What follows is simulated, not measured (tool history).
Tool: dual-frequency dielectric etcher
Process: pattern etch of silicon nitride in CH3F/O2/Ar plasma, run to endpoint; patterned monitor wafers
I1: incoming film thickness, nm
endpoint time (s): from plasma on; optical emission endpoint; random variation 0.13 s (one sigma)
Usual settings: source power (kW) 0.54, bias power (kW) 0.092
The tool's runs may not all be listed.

run 1 hour=0 | source_power_(kW)=0.54 bias_power_(kW)=0.092 | I1=29.71 | endpoint_time_(s)=37
run 2 hour=33.9 | source_power_(kW)=0.54 bias_power_(kW)=0.092 | I1=29.59 | endpoint_time_(s)=37
run 3 hour=63.5 | source_power_(kW)=0.54 bias_power_(kW)=0.092 | I1=29.66 | endpoint_time_(s)=37.2
run 4 hour=77.8 | source_power_(kW)=0.54 bias_power_(kW)=0.074 | I1=29.44 | endpoint_time_(s)=40.5
run 5 hour=108.7 | source_power_(kW)=0.54 bias_power_(kW)=0.074 | I1=29.62 | endpoint_time_(s)=40.8
run 6 hour=144.2 | source_power_(kW)=0.54 bias_power_(kW)=0.092 | I1=29.19 | endpoint_time_(s)=36.7
run 7 hour=172.1 | source_power_(kW)=0.54 bias_power_(kW)=0.092 | I1=29.53 | endpoint_time_(s)=37.5
run 8 hour=223.8 | source_power_(kW)=0.54 bias_power_(kW)=0.092 | I1=29.49 | endpoint_time_(s)=37.6
run 9 hour=238.8 | source_power_(kW)=0.58 bias_power_(kW)=0.108 | I1=29.51 | endpoint_time_(s)=34.6
run 10 hour=252.3 | source_power_(kW)=0.64 bias_power_(kW)=0.092 | I1=29.22 | endpoint_time_(s)=35.7
run 11 hour=287.4 | source_power_(kW)=0.47 bias_power_(kW)=0.101 | I1=29.2 | endpoint_time_(s)=35.5
run 12 hour=318.2 | source_power_(kW)=0.54 bias_power_(kW)=0.092 | I1=29.5 | endpoint_time_(s)=36.1
run 13 hour=347.4 | source_power_(kW)=0.65 bias_power_(kW)=0.092 | I1=29.59 | endpoint_time_(s)=34.7
run 14 hour=364.8 | source_power_(kW)=0.54 bias_power_(kW)=0.081 | I1=29.34 | endpoint_time_(s)=37.9

Taken out of this log: 4 entries between the listed runs. Where each belongs, and how the hidden state differs across it:
Between runs 7 and 8: upper electrode replaced (hour 223.3)
  etch rate over this chamber's usual, %: -3.81 -> -4.35
  measured less the result without the state, endpoint time (s): +1.4 -> +1.6
Between runs 9 and 10: bias power generator calibrated (hour 245.9)
  etch rate over this chamber's usual, %: -4.5 -> -4.64
  measured less the result without the state, endpoint time (s): +1.5 -> +1.7
Between runs 10 and 11: source power generator calibrated (hour 279.4); wet clean of the chamber (hour 284.2)
  etch rate over this chamber's usual, %: -4.64 -> -0.181
  measured less the result without the state, endpoint time (s): +1.7 -> +0

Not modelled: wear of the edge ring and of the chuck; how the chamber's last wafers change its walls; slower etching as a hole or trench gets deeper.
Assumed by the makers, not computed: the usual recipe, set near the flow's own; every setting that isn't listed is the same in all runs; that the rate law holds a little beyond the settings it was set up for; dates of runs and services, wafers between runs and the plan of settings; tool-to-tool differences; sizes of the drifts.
